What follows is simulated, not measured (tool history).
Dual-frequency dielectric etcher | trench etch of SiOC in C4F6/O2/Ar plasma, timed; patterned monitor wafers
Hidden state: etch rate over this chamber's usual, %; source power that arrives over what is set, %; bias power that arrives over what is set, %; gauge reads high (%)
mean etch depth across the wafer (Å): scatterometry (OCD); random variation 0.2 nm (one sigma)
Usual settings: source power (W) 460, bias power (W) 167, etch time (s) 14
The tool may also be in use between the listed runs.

run	hour	source power (W)	bias power (W)	etch time (s)	wafers since the last listed run	hours since the last wet clean	hours since the last source power generator calibration	hours since the last bias power generator calibration	hours since the last upper electrode change	hours since the gauge calibration	read-back reference wafer on the same gauge, depth_nm	mean etch depth across the wafer (Å)
1	0	460	199	14	0	88.4	2318.8	1322.8	2661.4	1598.8	36.93	353.2
2	51.7	460	167	14	1204	140.1	2370.5	1374.5	2713.1	1650.5	36.97	331.7
3	103.9	460	167	14	1216	192.3	2422.7	1426.7	2765.3	1702.7	36.9	331.9
4	176.8	460	167	14	1698	265.2	2495.6	1499.6	2838.2	1775.6	37	326.5
5	257	460	167	14	1868	345.4	2575.8	1579.8	2918.4	1855.8	37	323.6
6	360.6	420	167	14	2414	449	2679.4	1683.4	3022	1959.4	37	313.8
7	454.2	420	167	14	2180	542.6	2773	1777	3115.6	2053	36.97	310.5
# hour 491.2: wet clean of the chamber
8	547.6	420	167	14	1617	56.4	2866.4	1870.4	3209	2146.4	36.98	320.9
9	589.4	460	167	14	973	98.2	2908.2	1912.2	3250.8	2188.2	37.05	330.2
10	687.1	460	167	14	2276	195.9	3005.9	2009.9	3348.5	2285.9	36.95	330.3
# hour 956: gauge calibrated
11	993.3	460	167	14	7134	502.1	3312.1	2316.1	3654.7	37.3	36.97	319.2
# hour 1088.3: wet clean of the chamber
12	1088.8	490	167	14	1666	0.5	3407.6	2411.6	3750.2	132.8	37.02	342.8
# hour 1179.2: source power generator calibrated
13	1351.4	490	167	14	6025	263.1	172.2	2674.2	4012.8	395.4	36.98	335
# hour 1683.2: wet clean of the chamber
14	1683.7	460	167	14	7183	0.5	504.5	3006.5	4345.1	727.7	37.02	333.6
15	1745.7	460	167	14	1444	62.5	566.5	3068.5	4407.1	789.7	37.02	333.5
16	1782.3	360	167	14	852	99.1	603.1	3105.1	4443.7	826.3	37.03	302.6
17	1879.1	380	167	11	2255	195.9	699.9	3201.9	4540.5	923.1	36.94	244.2
# hour 1921.3: upper electrode replaced
18	1921.8	460	167	14	435	238.6	742.6	3244.6	0.5	965.8	36.97	326.6
19	1968.1	460	167	14	1078	284.9	788.9	3290.9	46.8	1012.1	37.03	327
20	2032.3	460	167	14	1495	349.1	853.1	3355.1	111	1076.3	37.02	324.5
21	2112.9	420	130	16	1878	429.7	933.7	3435.7	191.6	1156.9	37.02	326.4
# hour 2141.1: bias power generator calibrated
22	2156.8	460	207	14	929	473.6	977.6	15.7	235.5	1200.8	37.03	353.2
23	2218.5	460	167	12	1437	535.3	1039.3	77.4	297.2	1262.5	36.98	277.1
24	2289.5	490	167	14	1654	606.3	1110.3	148.4	368.2	1333.5	36.99	331.2
# hour 2330.1: wet clean of the chamber
25	2514.8	530	198	10.5	4690	184.7	1335.6	373.7	593.5	1558.8	37.03	276.1
26	2552.3	460	167	14	873	222.2	1373.1	411.2	631	1596.3	37.03	327.9
27	2660.1	370	183	11	2511	330	1480.9	519	738.8	1704.1	37.04	246.7
28	2730.6	520	140	14	1642	400.5	1551.4	589.5	809.3	1774.6	36.96	319.3
29	2781.6	370	147	15.5	1188	451.5	1602.4	640.5	860.3	1825.6	36.98	316.6
30	2823.6	410	152	18	978	493.5	1644.4	682.5	902.3	1867.6	36.95	384.7

How the hidden state differs across the entries between the runs, from the last listed run before each to the first after it:
Between runs 7 and 8: wet clean of the chamber (hour 491.2)
  etch rate over this chamber's usual, %: -3.85 -> -0.528
  measured less the result without the state, mean etch depth across the wafer (Å): -12.4 -> -1.7
Between runs 10 and 11: gauge calibrated (hour 956)
  etch rate over this chamber's usual, %: -1.49 -> -3.59
  measured less the result without the state, mean etch depth across the wafer (Å): -4.9 -> -11.9
Between runs 11 and 12: wet clean of the chamber (hour 1088.3)
  etch rate over this chamber's usual, %: -3.59 -> -0.495
  measured less the result without the state, mean etch depth across the wafer (Å): -11.9 -> -1.8
Between runs 12 and 13: source power generator calibrated (hour 1179.2)
  etch rate over this chamber's usual, %: -0.495 -> -2.3
  measured less the result without the state, mean etch depth across the wafer (Å): -1.8 -> -7.9
Between runs 13 and 14: wet clean of the chamber (hour 1683.2)
  etch rate over this chamber's usual, %: -2.3 -> 0.0413
  measured less the result without the state, mean etch depth across the wafer (Å): -7.9 -> +0.2
Between runs 17 and 18: upper electrode replaced (hour 1921.3)
  etch rate over this chamber's usual, %: -1.3 -> -1.59
  measured less the result without the state, mean etch depth across the wafer (Å): -3.2 -> -5.3
Between runs 21 and 22: bias power generator calibrated (hour 2141.1)
  etch rate over this chamber's usual, %: -2.91 -> -3.21
  measured less the result without the state, mean etch depth across the wafer (Å): -9.8 -> -11.7
Between runs 24 and 25: wet clean of the chamber (hour 2330.1)
  etch rate over this chamber's usual, %: -4.12 -> -1.16
  measured less the result without the state, mean etch depth across the wafer (Å): -14.3 -> -3.3
